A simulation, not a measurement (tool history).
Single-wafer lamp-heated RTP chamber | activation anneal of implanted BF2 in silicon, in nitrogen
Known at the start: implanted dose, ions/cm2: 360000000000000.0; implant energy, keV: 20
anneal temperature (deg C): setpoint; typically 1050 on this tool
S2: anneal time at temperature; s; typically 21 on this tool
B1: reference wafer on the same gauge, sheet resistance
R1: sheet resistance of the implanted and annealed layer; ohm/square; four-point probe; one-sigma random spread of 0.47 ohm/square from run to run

Run 1, hour 0: usual settings but S2 29 s; B1 291. Result: R1 310.34 ohm/square.
Run 2, hour 22.5: usual settings but S2 29 s; B1 291.02. Result: R1 310.59 ohm/square.
Run 3, hour 48.6: usual settings; B1 291. Result: R1 313.7 ohm/square.
Run 4, hour 67.8: usual settings; B1 290.97. Result: R1 313.93 ohm/square.
Run 5, hour 102.6: usual settings; B1 291.03. Result: R1 313.99 ohm/square.
Run 6, hour 132.4: usual settings but anneal temperature (deg C) 1031; B1 290.94. Result: R1 317.02 ohm/square.
Run 7, hour 161: usual settings but S2 28 s; B1 290.94. Result: R1 310.51 ohm/square.
Run 8, hour 177.2: usual settings but S2 28 s; B1 290.81. Result: R1 310.74 ohm/square.
At hour 190.9: pyrometer window cleaned and pyrometer calibrated.
At hour 206.8: reflector plate cleaned.
Run 9, hour 218.9: usual settings but anneal temperature (deg C) 1030, S2 31 s; B1 291.2. Result: R1 316.27 ohm/square.
Run 10, hour 238.1: usual settings but anneal temperature (deg C) 1042, S2 16 s; B1 290.88. Result: R1 318.75 ohm/square.
Run 11, hour 258.2: usual settings; B1 290.9. Result: R1 315.49 ohm/square.
Run 12, hour 287.2: usual settings but anneal temperature (deg C) 1070, S2 14 s; B1 291.14. Result: R1 316.49 ohm/square.
At hour 297.5: gauge calibrated.
Run 13, hour 307.6: usual settings but anneal temperature (deg C) 1027, S2 12 s; B1 291. Result: R1 323.98 ohm/square.
Run 14, hour 337.3: usual settings but anneal temperature (deg C) 1075, S2 27 s; B1 291.14. Result: R1 308.53 ohm/square.
Run 15, hour 355.7: usual settings; B1 291.12. Result: R1 314.4 ohm/square.
Run 16, hour 385.2: usual settings but anneal temperature (deg C) 1063; B1 290.92. Result: R1 313.27 ohm/square.

Here are 3 independent what-if runs from the current tool condition. What would each one return?
Run A, hour 385.6: usual settings; B1 ?. Result: R1 ?.
Run B, hour 385.6: usual settings but anneal temperature (deg C) 1020, S2 13 s; B1 ?. Result: R1 ?.
Run C, hour 385.6: usual settings but anneal temperature (deg C) 1060, S2 26 s; B1 ?. Result: R1 ?.

run      B1      R1
  A  290.85   314.7
  B  290.85  323.35
  C  290.85  310.87
With the hidden condition removed and each run's random variation left untouched, the same runs would have given:
run      R1
  A  315.24
  B  323.71
  C  311.38

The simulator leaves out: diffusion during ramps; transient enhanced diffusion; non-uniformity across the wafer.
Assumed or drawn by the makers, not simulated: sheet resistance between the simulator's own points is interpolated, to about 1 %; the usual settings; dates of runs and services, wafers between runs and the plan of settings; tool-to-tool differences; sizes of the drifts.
